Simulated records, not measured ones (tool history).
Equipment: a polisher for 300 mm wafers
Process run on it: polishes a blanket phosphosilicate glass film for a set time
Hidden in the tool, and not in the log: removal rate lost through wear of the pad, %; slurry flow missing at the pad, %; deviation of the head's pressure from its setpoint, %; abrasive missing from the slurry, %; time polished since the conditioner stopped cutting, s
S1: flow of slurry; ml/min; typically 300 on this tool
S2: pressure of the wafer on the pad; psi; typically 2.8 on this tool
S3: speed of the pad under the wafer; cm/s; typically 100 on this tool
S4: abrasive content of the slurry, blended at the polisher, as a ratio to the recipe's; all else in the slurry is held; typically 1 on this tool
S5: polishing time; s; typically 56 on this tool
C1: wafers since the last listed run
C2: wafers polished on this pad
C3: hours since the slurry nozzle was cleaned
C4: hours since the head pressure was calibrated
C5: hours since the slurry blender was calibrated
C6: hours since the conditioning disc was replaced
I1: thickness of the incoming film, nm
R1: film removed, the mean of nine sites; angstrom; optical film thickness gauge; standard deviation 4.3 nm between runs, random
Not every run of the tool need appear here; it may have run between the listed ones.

| run | hour | S1 | S2 | S3 | S4 | S5 | C1 | C2 | C3 | C4 | C5 | C6 | I1 | R1 |
|---|---|---|---|---|---|---|---|---|---|---|---|---|---|---|
| 1 | 0 | 300 | 2.8 | 100 | 1 | 56 | 0 | 2781 | 300.1 | 714.5 | 148.3 | 161.9 | 3655.5 | 4572 |
| 2 | 23.6 | 300 | 2.8 | 100 | 1 | 56 | 329 | 3111 | 323.7 | 738.1 | 171.9 | 185.5 | 3677.1 | 4584 |
| 3 | 41.4 | 300 | 2.8 | 100 | 1 | 49 | 248 | 3359 | 341.5 | 755.9 | 189.7 | 203.3 | 3724.4 | 4016 |
|  | 46.6 | worn pad replaced by a new one |
| 4 | 61.8 | 350 | 3.2 | 100 | 0.85 | 46 | 228 | 212 | 361.9 | 776.3 | 210.1 | 223.7 | 3645.9 | 3844 |
|  | 84.4 | head pressure recalibrated |
| 5 | 84.9 | 270 | 2.8 | 100 | 1 | 70 | 294 | 507 | 385 | 0.5 | 233.2 | 246.8 | 3686.3 | 5670 |
| 6 | 99.9 | 380 | 3.3 | 100 | 1.25 | 56 | 209 | 716 | 400 | 15.5 | 248.2 | 261.8 | 3666.6 | 6279 |
| 7 | 132.7 | 300 | 2.8 | 100 | 1 | 56 | 457 | 1174 | 432.8 | 48.3 | 281 | 294.6 | 3650.2 | 4584 |
|  | 139.1 | conditioning disc replaced and pad reconditioned |
| 8 | 163.7 | 300 | 2.8 | 100 | 1 | 56 | 404 | 1578 | 463.8 | 79.3 | 312 | 24.6 | 3656.2 | 4636 |
|  | 182.3 | slurry blender recalibrated |
| 9 | 194.2 | 300 | 2.8 | 70 | 1 | 56 | 397 | 1976 | 494.3 | 109.8 | 11.9 | 55.1 | 3718.3 | 3573 |
| 10 | 228.6 | 300 | 2.8 | 110 | 1.2 | 56 | 480 | 2456 | 528.7 | 144.2 | 46.3 | 89.5 | 3625 | 5554 |
| 11 | 258.1 | 300 | 2.8 | 100 | 1 | 36 | 411 | 2868 | 558.2 | 173.7 | 75.8 | 119 | 3665.3 | 2948 |
| 12 | 280.1 | 300 | 2.8 | 100 | 1 | 56 | 306 | 3175 | 580.2 | 195.7 | 97.8 | 141 | 3656.7 | 4562 |
|  | 281.4 | slurry nozzle cleaned |
|  | 289.4 | worn pad replaced by a new one |
| 13 | 296.7 | 300 | 3.5 | 100 | 1 | 40 | 161 | 101 | 15.3 | 212.3 | 114.4 | 157.6 | 3619.8 | 4057 |
| 14 | 318.7 | 220 | 2.8 | 100 | 1 | 56 | 306 | 408 | 37.3 | 234.3 | 136.4 | 179.6 | 3609.4 | 4436 |
| 15 | 349.7 | 300 | 3.3 | 100 | 1 | 56 | 432 | 841 | 68.3 | 265.3 | 167.4 | 210.6 | 3678.6 | 5281 |
| 16 | 376.2 | 300 | 2.8 | 120 | 1 | 56 | 369 | 1211 | 94.8 | 291.8 | 193.9 | 237.1 | 3650.1 | 5279 |
| 17 | 405.7 | 245 | 2.8 | 66 | 1 | 49 | 411 | 1622 | 124.3 | 321.3 | 223.4 | 266.6 | 3655.8 | 2803 |
|  | 417.8 | conditioning disc replaced and pad reconditioned |
| 18 | 418.2 | 350 | 3.7 | 132 | 0.85 | 56 | 146 | 1769 | 136.8 | 333.8 | 235.9 | 0.4 | 3698.7 | 7060 |
| 19 | 430.5 | 300 | 2.8 | 100 | 1 | 56 | 171 | 1940 | 149.1 | 346.1 | 248.2 | 12.7 | 3640.6 | 4733 |
| 20 | 462.4 | 300 | 2.8 | 110 | 1.25 | 56 | 445 | 2385 | 181 | 378 | 280.1 | 44.6 | 3693.9 | 5733 |
| 21 | 478.7 | 360 | 2.8 | 100 | 1 | 56 | 227 | 2613 | 197.3 | 394.3 | 296.4 | 60.9 | 3653 | 4756 |
| 22 | 505.9 | 225 | 2.8 | 124 | 1 | 56 | 379 | 2992 | 224.5 | 421.5 | 323.6 | 88.1 | 3680.1 | 5372 |
|  | 523.2 | worn pad replaced by a new one |
| 23 | 532.3 | 300 | 1.9 | 100 | 1 | 56 | 312 | 127 | 250.9 | 447.9 | 350 | 114.5 | 3664.2 | 3130 |
| 24 | 567.6 | 300 | 2.5 | 100 | 1 | 48 | 492 | 620 | 286.2 | 483.2 | 385.3 | 149.8 | 3668.6 | 3526 |
|  | 579 | slurry blender recalibrated |
| 25 | 592 | 300 | 2.8 | 100 | 1 | 56 | 312 | 932 | 310.6 | 507.6 | 13 | 174.2 | 3718.1 | 4608 |

5 ways to go on from here, each from the tool as it stands after run 25. What would each give?
| A | 592.4 | 300 | 3.1 | 100 | 1 | 56 | 5 | 938 | 311 | 508 | 13.4 | 174.6 | 3755.5 | ? |
| B | 592.4 | 300 | 2.8 | 114 | 1 | 44 | 5 | 938 | 311 | 508 | 13.4 | 174.6 | 3755.5 | ? |
| C | 592.4 | 195 | 2.8 | 100 | 1 | 56 | 5 | 938 | 311 | 508 | 13.4 | 174.6 | 3755.5 | ? |
| D | 592.4 | 300 | 2.1 | 100 | 1 | 56 | 5 | 938 | 311 | 508 | 13.4 | 174.6 | 3755.5 | ? |
| E | 592.4 | 300 | 2.4 | 100 | 1 | 75 | 5 | 938 | 311 | 508 | 13.4 | 174.6 | 3755.5 | ? |

| run | R1 |
|---|---|
| A | 5025 |
| B | 3956 |
| C | 4371 |
| D | 3445 |
| E | 5254 |
With no hidden state in the tool, these same runs would have given:
| run | R1 |
|---|---|
| A | 5234 |
| B | 4125 |
| C | 4536 |
| D | 3546 |
| E | 5427 |
